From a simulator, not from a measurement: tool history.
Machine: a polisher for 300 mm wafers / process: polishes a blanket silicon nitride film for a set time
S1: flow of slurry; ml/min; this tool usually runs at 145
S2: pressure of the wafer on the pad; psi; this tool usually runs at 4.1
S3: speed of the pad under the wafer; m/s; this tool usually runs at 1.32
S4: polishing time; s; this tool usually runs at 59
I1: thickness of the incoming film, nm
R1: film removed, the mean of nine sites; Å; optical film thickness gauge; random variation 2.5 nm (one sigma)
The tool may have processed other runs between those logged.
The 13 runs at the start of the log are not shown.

run,hour,S1,S2,S3,S4,I1,R1
14,642.9,145,4.1,1.32,59,528.1,1707
15,705.7,145,4.1,1.32,59,533.5,1654
16,748.5,145,4.1,1.32,59,526.9,1647
17,858.1,145,4.1,1.32,59,521.8,1594
# hour 925.2: worn pad replaced by a new one
18,1013.9,145,4.1,1.20,65,537.2,1642
19,1048.5,145,4.1,0.98,59,538.0,1231
20,1100.8,180,4.1,1.50,59,536.3,1780
21,1131.3,190,4.1,1.32,59,521.3,1667
22,1198.0,145,4.1,1.32,59,524.9,1558
23,1227.9,145,4.1,1.32,59,531.5,1573
24,1265.7,145,4.1,1.64,64,523.4,1915
# hour 1286.6: head pressure recalibrated
25,1291.7,100,4.1,1.00,59,532.7,1061
26,1320.7,195,4.1,1.32,59,531.8,1615
27,1383.1,145,4.1,1.54,68,530.2,1955
# hour 1397.5: worn pad replaced by a new one
28,1436.8,180,3.4,1.32,44,529.0,980
29,1474.7,145,4.9,1.32,59,529.3,1761
# hour 1488.2: slurry nozzle cleaned
30,1513.4,145,4.1,1.54,59,531.2,1888
31,1582.0,125,4.5,1.18,78,529.6,2046
32,1617.3,145,4.9,1.48,59,530.3,2161
33,1666.4,145,4.1,1.32,59,535.0,1641
34,1783.5,145,4.1,1.32,59,522.4,1626
35,1829.4,145,3.5,1.32,51,522.1,1206
36,1883.5,145,5.0,1.50,39,532.1,1420
# hour 1908.1: worn pad replaced by a new one
37,1915.5,190,4.1,1.32,41,531.9,1182
38,1954.4,145,4.1,1.32,59,532.5,1577

What if the next run were any one of these 3? Each begins from the tool's condition after run 38:
A,1954.8,145,4.1,1.32,59,532.7,?
B,1954.8,145,4.6,1.32,44,532.7,?
C,1954.8,130,4.1,1.32,66,532.7,?

run,R1
A,1557
B,1295
C,1692
Had the tool no hidden state, the same runs would have come out as:
run,R1
A,1645
B,1368
C,1799

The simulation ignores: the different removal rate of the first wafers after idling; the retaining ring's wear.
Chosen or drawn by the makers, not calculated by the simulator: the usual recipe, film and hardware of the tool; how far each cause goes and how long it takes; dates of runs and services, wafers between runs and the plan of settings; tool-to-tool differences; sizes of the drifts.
